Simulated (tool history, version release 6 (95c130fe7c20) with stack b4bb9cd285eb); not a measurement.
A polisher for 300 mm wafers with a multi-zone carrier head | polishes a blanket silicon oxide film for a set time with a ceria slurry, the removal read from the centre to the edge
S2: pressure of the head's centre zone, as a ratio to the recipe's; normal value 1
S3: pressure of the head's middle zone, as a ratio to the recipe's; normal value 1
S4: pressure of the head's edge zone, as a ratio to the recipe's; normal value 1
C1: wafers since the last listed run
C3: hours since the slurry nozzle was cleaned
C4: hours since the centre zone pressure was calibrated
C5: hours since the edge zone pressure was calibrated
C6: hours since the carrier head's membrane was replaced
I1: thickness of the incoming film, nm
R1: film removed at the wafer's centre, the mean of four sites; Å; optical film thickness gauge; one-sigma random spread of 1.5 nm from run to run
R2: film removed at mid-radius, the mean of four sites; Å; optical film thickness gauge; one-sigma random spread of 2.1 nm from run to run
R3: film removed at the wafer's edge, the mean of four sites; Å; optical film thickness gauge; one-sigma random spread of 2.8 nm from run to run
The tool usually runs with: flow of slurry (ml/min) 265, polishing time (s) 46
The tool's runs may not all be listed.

Run 1, hour 0: usual settings but S2 0.97, S4 1.06; C1 0; wafers polished on this pad 1173; C3 460.6; C4 887.5; C5 227.4; C6 797.5; I1 1336.2. Result: R1 2042 Å, R2 2050 Å, R3 2102 Å.
Run 2, hour 32.9: usual settings but S2 0.97, S4 1.06; C1 433; wafers polished on this pad 1606; C3 493.5; C4 920.4; C5 260.3; C6 830.4; I1 1331.9. Result: R1 2026 Å, R2 2032 Å, R3 2081 Å.
Run 3, hour 79.1: usual settings but S2 0.97, S4 1.06; C1 608; wafers polished on this pad 2214; C3 539.7; C4 966.6; C5 306.5; C6 876.6; I1 1328.8. Result: R1 2051 Å, R2 2063 Å, R3 2110 Å.
At hour 119.3: carrier head's membrane replaced by a new one.
Run 4, hour 124: usual settings but flow of slurry (ml/min) 185; C1 525; wafers polished on this pad 2740; C3 584.6; C4 1011.5; C5 351.4; C6 4.7; I1 1345.3. Result: R1 1980 Å, R2 1929 Å, R3 1997 Å.
At hour 127: slurry nozzle cleaned.
At hour 147.2: centre zone pressure recalibrated.
At hour 160.7: worn pad replaced by a new one.
Run 5, hour 164.6: usual settings; C1 442; wafers polished on this pad 51; C3 37.6; C4 17.4; C5 392; C6 45.3; I1 1340.5. Result: R1 2094 Å, R2 2022 Å, R3 2038 Å.
Run 6, hour 220.6: usual settings; C1 737; wafers polished on this pad 789; C3 93.6; C4 73.4; C5 448; C6 101.3; I1 1350. Result: R1 2082 Å, R2 2043 Å, R3 2060 Å.
Run 7, hour 263.5: usual settings but S2 1.03, S3 1.11, S4 0.96, polishing time (s) 55; C1 564; wafers polished on this pad 1354; C3 136.5; C4 116.3; C5 490.9; C6 144.2; I1 1354.7. Result: R1 2563 Å, R2 2622 Å, R3 2409 Å.
Run 8, hour 292.2: usual settings but S4 0.96; C1 377; wafers polished on this pad 1732; C3 165.2; C4 145; C5 519.6; C6 172.9; I1 1330.4. Result: R1 2109 Å, R2 2059 Å, R3 2027 Å.
Run 9, hour 318.3: usual settings; C1 343; wafers polished on this pad 2075; C3 191.3; C4 171.1; C5 545.7; C6 199; I1 1328.2. Result: R1 2079 Å, R2 2020 Å, R3 2051 Å.
Run 10, hour 348.8: usual settings but flow of slurry (ml/min) 225, S4 1.06; C1 401; wafers polished on this pad 2477; C3 221.8; C4 201.6; C5 576.2; C6 229.5; I1 1355.3. Result: R1 2035 Å, R2 1977 Å, R3 2094 Å.
At hour 377.3: edge zone pressure recalibrated.
Run 11, hour 386.8: usual settings; C1 474; wafers polished on this pad 2951; C3 259.8; C4 239.6; C5 9.5; C6 267.5; I1 1334.1. Result: R1 2093 Å, R2 2057 Å, R3 2037 Å.
Run 12, hour 417: usual settings but S2 1.03, S3 0.91, S4 0.92, polishing time (s) 33; C1 397; wafers polished on this pad 3349; C3 290; C4 269.8; C5 39.7; C6 297.7; I1 1365.4. Result: R1 1537 Å, R2 1348 Å, R3 1419 Å.
Run 13, hour 451.8: usual settings but S4 1.08; C1 458; wafers polished on this pad 3807; C3 324.8; C4 304.6; C5 74.5; C6 332.5; I1 1354.2. Result: R1 2081 Å, R2 2044 Å, R3 2112 Å.
At hour 458.1: worn pad replaced by a new one.
Run 14, hour 496.1: usual settings; C1 530; wafers polished on this pad 499; C3 369.1; C4 348.9; C5 118.8; C6 376.8; I1 1362.9. Result: R1 2085 Å, R2 2074 Å, R3 2103 Å.
Run 15, hour 548.3: usual settings but flow of slurry (ml/min) 175, S3 1.07; C1 687; wafers polished on this pad 1187; C3 421.3; C4 401.1; C5 171; C6 429; I1 1320.4. Result: R1 1970 Å, R2 2029 Å, R3 1971 Å.
Run 16, hour 577.9: usual settings but flow of slurry (ml/min) 305, S2 1.03, S4 0.92; C1 389; wafers polished on this pad 1577; C3 450.9; C4 430.7; C5 200.6; C6 458.6; I1 1368.6. Result: R1 2191 Å, R2 2121 Å, R3 1989 Å.
Run 17, hour 642.5: usual settings; C1 850; wafers polished on this pad 2427; C3 515.5; C4 495.3; C5 265.2; C6 523.2; I1 1347.9. Result: R1 2094 Å, R2 2066 Å, R3 2021 Å.
Run 18, hour 667.4: usual settings but flow of slurry (ml/min) 305, S3 0.96; C1 327; wafers polished on this pad 2755; C3 540.4; C4 520.2; C5 290.1; C6 548.1; I1 1345.2. Result: R1 2123 Å, R2 2007 Å, R3 2074 Å.
Run 19, hour 694.2: usual settings but S4 1.08, polishing time (s) 37; C1 352; wafers polished on this pad 3108; C3 567.2; C4 547; C5 316.9; C6 574.9; I1 1336.8. Result: R1 1673 Å, R2 1639 Å, R3 1702 Å.
Run 20, hour 752.6: usual settings but flow of slurry (ml/min) 190, S2 0.95, S3 0.92, S4 0.93; C1 769; wafers polished on this pad 3877; C3 625.6; C4 605.4; C5 375.3; C6 633.3; I1 1344. Result: R1 1871 Å, R2 1855 Å, R3 1883 Å.
At hour 784.5: worn pad replaced by a new one.
Run 21, hour 788: usual settings; C1 413; wafers polished on this pad 45; C3 661; C4 640.8; C5 410.7; C6 668.7; I1 1319.1. Result: R1 2108 Å, R2 2073 Å, R3 1981 Å.

Branching from run 21: 5 alternative next runs. What would each branch give?
Run A, hour 788.4: usual settings but polishing time (s) 41; C1 5; wafers polished on this pad 51; C3 661.4; C4 641.2; C5 411.1; C6 669.1; I1 1316.9. Result: R1 ?, R2 ?, R3 ?.
Run B, hour 788.4: usual settings but flow of slurry (ml/min) 180, S3 1.07, S4 0.97, polishing time (s) 60; C1 5; wafers polished on this pad 51; C3 661.4; C4 641.2; C5 411.1; C6 669.1; I1 1316.9. Result: R1 ?, R2 ?, R3 ?.
Run C, hour 788.4: usual settings but S4 0.88; C1 5; wafers polished on this pad 51; C3 661.4; C4 641.2; C5 411.1; C6 669.1; I1 1316.9. Result: R1 ?, R2 ?, R3 ?.
Run D, hour 788.4: usual settings but flow of slurry (ml/min) 235; C1 5; wafers polished on this pad 51; C3 661.4; C4 641.2; C5 411.1; C6 669.1; I1 1316.9. Result: R1 ?, R2 ?, R3 ?.
Run E, hour 788.4: usual settings but S4 1.11; C1 5; wafers polished on this pad 51; C3 661.4; C4 641.2; C5 411.1; C6 669.1; I1 1316.9. Result: R1 ?, R2 ?, R3 ?.

run    R1    R2    R3
  A  1857  1836  1815
  B  2549  2686  2504
  C  2083  2060  1918
  D  2048  2029  2012
  E  2083  2060  2144
Without the tool's hidden state the same runs would have given:
run    R1    R2    R3
  A  1857  1836  1815
  B  2549  2686  2504
  C  2083  2060  1918
  D  2048  2029  2012
  E  2083  2060  2144
